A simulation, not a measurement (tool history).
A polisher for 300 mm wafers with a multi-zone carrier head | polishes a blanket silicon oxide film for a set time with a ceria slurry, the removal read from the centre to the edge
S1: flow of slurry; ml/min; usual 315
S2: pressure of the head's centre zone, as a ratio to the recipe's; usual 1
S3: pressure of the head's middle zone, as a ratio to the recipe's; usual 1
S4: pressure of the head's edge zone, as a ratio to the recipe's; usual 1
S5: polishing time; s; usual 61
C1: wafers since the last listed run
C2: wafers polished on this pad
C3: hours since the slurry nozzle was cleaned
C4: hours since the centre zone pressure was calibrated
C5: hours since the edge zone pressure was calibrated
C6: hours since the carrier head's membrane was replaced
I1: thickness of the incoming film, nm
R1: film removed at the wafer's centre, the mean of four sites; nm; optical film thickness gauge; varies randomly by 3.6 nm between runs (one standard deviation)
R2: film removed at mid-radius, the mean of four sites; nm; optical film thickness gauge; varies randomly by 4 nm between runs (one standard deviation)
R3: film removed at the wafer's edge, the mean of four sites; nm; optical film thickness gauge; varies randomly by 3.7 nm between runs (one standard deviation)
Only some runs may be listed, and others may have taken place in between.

Run 1, hour 0: usual settings but S5 66 s; C1 0; C2 100; C3 322.1; C4 103; C5 885.6; C6 941.3; I1 1165.1. Result: R1 427.2 nm, R2 423.3 nm, R3 416.3 nm.
Run 2, hour 24.3: usual settings but S5 66 s; C1 156; C2 257; C3 346.4; C4 127.3; C5 909.9; C6 965.6; I1 1161.3. Result: R1 423.1 nm, R2 422 nm, R3 415.8 nm.
Run 3, hour 109.1: usual settings; C1 545; C2 802; C3 431.2; C4 212.1; C5 994.7; C6 1050.4; I1 1143.3. Result: R1 388.4 nm, R2 394.4 nm, R3 378.1 nm.
Run 4, hour 144.9: usual settings; C1 230; C2 1032; C3 467; C4 247.9; C5 1030.5; C6 1086.2; I1 1162.6. Result: R1 392.4 nm, R2 390.3 nm, R3 386.6 nm.
At hour 165.3: worn pad replaced by a new one.
Run 5, hour 166: usual settings; C1 109; C2 4; C3 488.1; C4 269; C5 1051.6; C6 1107.3; I1 1179.8. Result: R1 388.5 nm, R2 389.4 nm, R3 388.3 nm.
Run 6, hour 182.1: usual settings; C1 103; C2 107; C3 504.2; C4 285.1; C5 1067.7; C6 1123.4; I1 1160.6. Result: R1 384 nm, R2 394.8 nm, R3 383.7 nm.
Run 7, hour 196.9: usual settings but S1 400 ml/min; C1 95; C2 203; C3 519; C4 299.9; C5 1082.5; C6 1138.2; I1 1171.2. Result: R1 407 nm, R2 398.1 nm, R3 393.6 nm.
At hour 199: slurry nozzle cleaned.
Run 8, hour 211.9: usual settings but S1 400 ml/min; C1 90; C2 293; C3 12.9; C4 314.9; C5 1097.5; C6 1153.2; I1 1139.2. Result: R1 400.8 nm, R2 398.1 nm, R3 388.9 nm.
Run 9, hour 237: usual settings but S3 0.91; C1 161; C2 454; C3 38; C4 340; C5 1122.6; C6 1178.3; I1 1176.5. Result: R1 394.8 nm, R2 359.1 nm, R3 384.2 nm.
At hour 264: edge zone pressure recalibrated.
Run 10, hour 266.1: usual settings but S3 0.91; C1 174; C2 628; C3 67.1; C4 369.1; C5 2.1; C6 1207.4; I1 1160.4. Result: R1 387 nm, R2 361.5 nm, R3 387.1 nm.
At hour 277.3: centre zone pressure recalibrated.
Run 11, hour 289.3: usual settings but S3 0.92; C1 136; C2 765; C3 90.3; C4 12; C5 25.3; C6 1230.6; I1 1158.2. Result: R1 387.6 nm, R2 361.4 nm, R3 382.2 nm.
At hour 302.3: carrier head's membrane replaced by a new one.
Run 12, hour 324.4: usual settings but S3 1.11, S4 0.94, S5 73 s; C1 193; C2 958; C3 125.4; C4 47.1; C5 60.4; C6 22.1; I1 1168.8. Result: R1 455.7 nm, R2 512.5 nm, R3 449.4 nm.
At hour 336.5: worn pad replaced by a new one.
Run 13, hour 351.7: usual settings; C1 149; C2 97; C3 152.7; C4 74.4; C5 87.7; C6 49.4; I1 1169.6. Result: R1 380.5 nm, R2 387.7 nm, R3 382.9 nm.
Run 14, hour 379.7: usual settings; C1 180; C2 277; C3 180.7; C4 102.4; C5 115.7; C6 77.4; I1 1158.6. Result: R1 392.6 nm, R2 391.3 nm, R3 387 nm.
Run 15, hour 413.5: usual settings but S1 415 ml/min, S2 0.89, S4 1.07, S5 50 s; C1 217; C2 495; C3 214.5; C4 136.2; C5 149.5; C6 111.2; I1 1175.5. Result: R1 300.1 nm, R2 331.6 nm, R3 332.7 nm.
Run 16, hour 428.8: usual settings but S4 0.95; C1 98; C2 593; C3 229.8; C4 151.5; C5 164.8; C6 126.5; I1 1167.8. Result: R1 385.6 nm, R2 392.8 nm, R3 376.4 nm.
Run 17, hour 456.4: usual settings but S1 280 ml/min, S3 1.04, S4 0.91, S5 81 s; C1 177; C2 771; C3 257.4; C4 179.1; C5 192.4; C6 154.1; I1 1163.5. Result: R1 513.3 nm, R2 527.6 nm, R3 486.3 nm.
Run 18, hour 490.9: usual settings; C1 221; C2 993; C3 291.9; C4 213.6; C5 226.9; C6 188.6; I1 1162. Result: R1 388.3 nm, R2 390.1 nm, R3 386.1 nm.
At hour 509.8: worn pad replaced by a new one.
Run 19, hour 513.9: usual settings but S2 1.07, S4 0.89, S5 67 s; C1 122; C2 26; C3 314.9; C4 236.6; C5 249.9; C6 211.6; I1 1152.7. Result: R1 457.6 nm, R2 431.8 nm, R3 408 nm.
Run 20, hour 527.2: usual settings but S1 275 ml/min, S2 0.89, S3 1.09; C1 85; C2 111; C3 328.2; C4 249.9; C5 263.2; C6 224.9; I1 1155.8. Result: R1 351.7 nm, R2 418.3 nm, R3 377.4 nm.
Run 21, hour 541.3: usual settings but S1 395 ml/min, S5 42 s; C1 90; C2 202; C3 342.3; C4 264; C5 277.3; C6 239; I1 1170.4. Result: R1 268.7 nm, R2 280.8 nm, R3 266.4 nm.

Predict each of these 4 candidate next runs independently; none follows another, all start after run 21:
Run A, hour 541.7: usual settings but S4 1.05; C1 2; C2 204; C3 342.7; C4 264.4; C5 277.7; C6 239.4; I1 1171.8. Result: R1 ?, R2 ?, R3 ?.
Run B, hour 541.7: usual settings but S1 225 ml/min, S4 0.89; C1 2; C2 204; C3 342.7; C4 264.4; C5 277.7; C6 239.4; I1 1171.8. Result: R1 ?, R2 ?, R3 ?.
Run C, hour 541.7: usual settings but S1 380 ml/min, S2 0.95, S3 0.94, S5 50 s; C1 2; C2 204; C3 342.7; C4 264.4; C5 277.7; C6 239.4; I1 1171.8. Result: R1 ?, R2 ?, R3 ?.
Run D, hour 541.7: usual settings but S3 1.11, S4 0.9; C1 2; C2 204; C3 342.7; C4 264.4; C5 277.7; C6 239.4; I1 1171.8. Result: R1 ?, R2 ?, R3 ?.

run     R1     R2     R3
  A  391.2  388.1  391.8
  B  373.3  372.2  358.3
  C  313.8  307.3  319.9
  D  391.5  424.2  370.6
With the hidden condition removed and each run's random variation left untouched, the same runs would have given:
run     R1     R2     R3
  A  391.2  388.1  391.8
  B  373.3  372.2  358.3
  C  313.8  307.3  319.9
  D  391.5  424.2  370.6
